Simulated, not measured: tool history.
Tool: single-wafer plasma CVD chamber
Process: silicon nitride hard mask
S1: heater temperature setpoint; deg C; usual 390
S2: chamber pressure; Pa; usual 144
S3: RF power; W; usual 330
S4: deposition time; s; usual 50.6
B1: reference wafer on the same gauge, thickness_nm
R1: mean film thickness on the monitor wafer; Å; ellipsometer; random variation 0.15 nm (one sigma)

run,day,S1,S2,S3,S4,B1,R1
1,0.000,390,144,330,50.6,55.211,444.81
2,0.625,390,119,330,43.2,55.225,355.60
3,1.117,390,119,330,43.2,55.233,353.96
4,1.525,390,119,330,43.2,55.223,352.59
5,2.221,390,128,330,50.6,55.202,424.72
6,2.892,390,144,330,50.6,55.197,442.83
7,3.525,390,144,330,50.6,55.206,443.68
8,4.212,390,144,330,50.6,55.211,443.52
9,4.767,390,144,290,47.8,55.184,373.71
10,5.238,390,144,290,47.8,55.190,374.35
11,5.558,390,144,330,50.6,55.179,441.12
12,6.229,390,144,330,50.6,55.170,444.45
13,6.646,390,144,330,41.1,55.195,359.52
# day 7.125: gauge calibrated
# day 7.171: RF generator calibrated
# day 7.588: capacitance manometer re-zeroed and calibrated
14,8.683,395,144,330,59.9,55.213,499.70
15,9.125,390,144,330,50.6,55.197,426.60
16,9.617,396,131,390,58.9,55.176,546.38
# day 10.217: RF generator calibrated, repeated, since the last time left the tool worse
17,10.354,390,144,295,50.6,55.181,422.55
# day 11.171: showerhead replaced
18,12.533,390,144,330,50.6,55.206,464.93
# day 13.042: thermocouple changed; heater temperature recalibrated
19,13.254,390,144,330,50.6,55.156,464.06
20,13.688,396,119,330,43.2,55.223,366.94
21,14.217,395,144,330,46.7,55.190,426.37
22,14.479,390,156,295,58.7,55.201,502.60
23,15.071,398,132,360,46.0,55.168,436.37
24,16.142,383,171,310,44.7,55.215,410.38
25,16.538,390,144,330,50.6,55.171,463.54
26,16.812,390,156,350,58.9,55.205,579.14
27,17.154,390,169,275,44.3,55.178,365.98
28,17.629,390,144,330,50.6,55.193,465.06
29,18.008,400,144,390,50.6,55.210,521.84

Forecast each of these 3 alternatives for the next run:
A,18.025,390,172,330,50.6,?,?
B,18.025,401,163,365,54.6,?,?
C,18.025,390,120,330,50.6,?,?

run,B1,R1
A,55.181,489.89
B,55.181,559.48
C,55.181,431.35
Without the tool's hidden state the same runs would have given:
run,R1
A,492.65
B,562.49
C,433.77
